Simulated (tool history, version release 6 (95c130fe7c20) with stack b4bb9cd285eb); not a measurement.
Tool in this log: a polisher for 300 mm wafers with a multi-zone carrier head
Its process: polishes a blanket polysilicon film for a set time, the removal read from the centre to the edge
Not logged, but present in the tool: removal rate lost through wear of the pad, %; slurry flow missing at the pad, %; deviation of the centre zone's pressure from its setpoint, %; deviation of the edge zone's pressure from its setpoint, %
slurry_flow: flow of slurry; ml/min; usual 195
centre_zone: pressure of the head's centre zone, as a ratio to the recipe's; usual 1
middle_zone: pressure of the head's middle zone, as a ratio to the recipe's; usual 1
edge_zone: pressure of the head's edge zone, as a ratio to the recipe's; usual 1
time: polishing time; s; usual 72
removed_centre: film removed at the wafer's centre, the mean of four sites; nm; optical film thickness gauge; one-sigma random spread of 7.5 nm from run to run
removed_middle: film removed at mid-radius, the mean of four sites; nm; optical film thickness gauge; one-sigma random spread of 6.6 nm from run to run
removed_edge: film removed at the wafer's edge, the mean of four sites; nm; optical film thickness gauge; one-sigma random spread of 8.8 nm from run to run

| run | hour | slurry_flow | centre_zone | middle_zone | edge_zone | time | wafers since the last listed run | wafers polished on this pad | hours since the slurry nozzle was cleaned | hours since the centre zone pressure was calibrated | hours since the edge zone pressure was calibrated | hours since the carrier head's membrane was replaced | incoming thickness of the incoming film, nm | removed_centre | removed_middle | removed_edge |
|---|---|---|---|---|---|---|---|---|---|---|---|---|---|---|---|---|
| 1 | 0 | 195 | 1 | 1 | 1 | 72 | 0 | 83 | 310.9 | 213.9 | 1500.1 | 1018.7 | 2006 | 716.3 | 723.9 | 678.8 |
| 2 | 16.2 | 195 | 1.07 | 1 | 1 | 72 | 112 | 195 | 327.1 | 230.1 | 1516.3 | 1034.9 | 2027.8 | 776.4 | 718.7 | 687 |
|  | 18.3 | slurry nozzle cleaned |
| 3 | 23.1 | 195 | 1.07 | 1 | 1 | 72 | 40 | 236 | 4.8 | 237 | 1523.2 | 1041.8 | 2029.9 | 788.9 | 726.6 | 665.1 |
| 4 | 39.8 | 195 | 1 | 1 | 1 | 72 | 115 | 352 | 21.5 | 253.7 | 1539.9 | 1058.5 | 2046.5 | 745.1 | 718.3 | 683.3 |
| 5 | 46 | 195 | 0.92 | 1 | 1.09 | 72 | 42 | 394 | 27.7 | 259.9 | 1546.1 | 1064.7 | 2015.1 | 686.8 | 710.8 | 714.9 |
|  | 57.3 | carrier head's membrane replaced by a new one |
| 6 | 57.7 | 140 | 1 | 1 | 1 | 50 | 46 | 441 | 39.4 | 271.6 | 1557.8 | 0.4 | 2036.4 | 502.6 | 482.4 | 470 |
|  | 67 | edge zone pressure recalibrated |
| 7 | 73 | 195 | 1 | 1 | 1 | 72 | 91 | 533 | 54.7 | 286.9 | 6 | 15.7 | 1986.1 | 732.4 | 722.5 | 674.2 |
| 8 | 90.7 | 195 | 1 | 1 | 1 | 72 | 122 | 655 | 72.4 | 304.6 | 23.7 | 33.4 | 2031.6 | 743.5 | 717.8 | 689.7 |
| 9 | 99.3 | 195 | 0.95 | 1 | 1 | 72 | 59 | 715 | 81 | 313.2 | 32.3 | 42 | 2027.3 | 722.2 | 711 | 689.5 |
|  | 103.8 | worn pad replaced by a new one |
|  | 110.3 | centre zone pressure recalibrated |
| 10 | 110.8 | 160 | 1 | 1.08 | 1 | 50 | 38 | 34 | 92.5 | 0.5 | 43.8 | 53.5 | 2012.2 | 468.7 | 523.5 | 470 |
| 11 | 117.1 | 145 | 1 | 1 | 1 | 72 | 43 | 78 | 98.8 | 6.8 | 50.1 | 59.8 | 2000.1 | 670.5 | 703 | 678.5 |
| 12 | 131.4 | 130 | 1.1 | 1.11 | 1 | 79 | 98 | 176 | 113.1 | 21.1 | 64.4 | 74.1 | 2007.9 | 810.1 | 829.9 | 717.4 |
| 13 | 141.1 | 195 | 0.95 | 1.09 | 1 | 72 | 67 | 243 | 122.8 | 30.8 | 74.1 | 83.8 | 2012.9 | 662 | 757 | 686.5 |
| 14 | 183.7 | 155 | 1 | 0.94 | 1 | 72 | 294 | 538 | 165.4 | 73.4 | 116.7 | 126.4 | 2022.5 | 685.2 | 667.2 | 674.3 |
| 15 | 199 | 195 | 1.11 | 1 | 1 | 72 | 105 | 644 | 180.7 | 88.7 | 132 | 141.7 | 2027.1 | 786 | 710.6 | 692.8 |
| 16 | 210.9 | 195 | 1 | 1 | 1 | 72 | 82 | 726 | 192.6 | 100.6 | 143.9 | 153.6 | 2032.9 | 706.9 | 713 | 687.5 |
| 17 | 217.9 | 195 | 1 | 1 | 1 | 72 | 48 | 774 | 199.6 | 107.6 | 150.9 | 160.6 | 2050.7 | 695.9 | 718.6 | 682.3 |
|  | 235.7 | worn pad replaced by a new one |
| 18 | 236.2 | 195 | 0.9 | 1 | 1 | 72 | 98 | 3 | 217.9 | 125.9 | 169.2 | 178.9 | 2039.6 | 628.8 | 713.4 | 683.2 |
| 19 | 242 | 195 | 1 | 1 | 1 | 72 | 40 | 43 | 223.7 | 131.7 | 175 | 184.7 | 2031.5 | 694.1 | 715.7 | 686 |
| 20 | 251.9 | 250 | 1 | 1 | 0.9 | 72 | 68 | 111 | 233.6 | 141.6 | 184.9 | 194.6 | 2023.3 | 726.4 | 722.7 | 676.4 |
| 21 | 263.2 | 195 | 0.91 | 1 | 1 | 93 | 78 | 189 | 244.9 | 152.9 | 196.2 | 205.9 | 2039.6 | 829.4 | 933.9 | 888.2 |
| 22 | 271.6 | 195 | 1 | 1 | 1 | 72 | 58 | 247 | 253.3 | 161.3 | 204.6 | 214.3 | 2050.7 | 697.1 | 719.6 | 684.6 |

Alternative continuations, all from the tool just after run 22; predict every row:
| A | 272 | 250 | 1 | 1 | 1 | 72 | 2 | 250 | 253.7 | 161.7 | 205 | 214.7 | 1998.4 | ? | ? | ? |
| B | 272 | 195 | 1 | 1 | 1 | 85 | 2 | 250 | 253.7 | 161.7 | 205 | 214.7 | 1998.4 | ? | ? | ? |
| C | 272 | 195 | 1 | 0.91 | 0.89 | 94 | 2 | 250 | 253.7 | 161.7 | 205 | 214.7 | 1998.4 | ? | ? | ? |
| D | 272 | 160 | 1 | 1 | 1 | 72 | 2 | 250 | 253.7 | 161.7 | 205 | 214.7 | 1998.4 | ? | ? | ? |

| run | removed_centre | removed_middle | removed_edge |
|---|---|---|---|
| A | 723.5 | 733 | 688 |
| B | 834 | 847 | 799.4 |
| C | 921.8 | 874.5 | 858.9 |
| D | 692.6 | 704.8 | 668.4 |
Had the tool no hidden state, the same runs would have come out as:
| run | removed_centre | removed_middle | removed_edge |
|---|---|---|---|
| A | 717.7 | 733 | 688 |
| B | 827.4 | 847 | 799.4 |
| C | 914.5 | 874.5 | 858.9 |
| D | 687 | 704.8 | 668.4 |
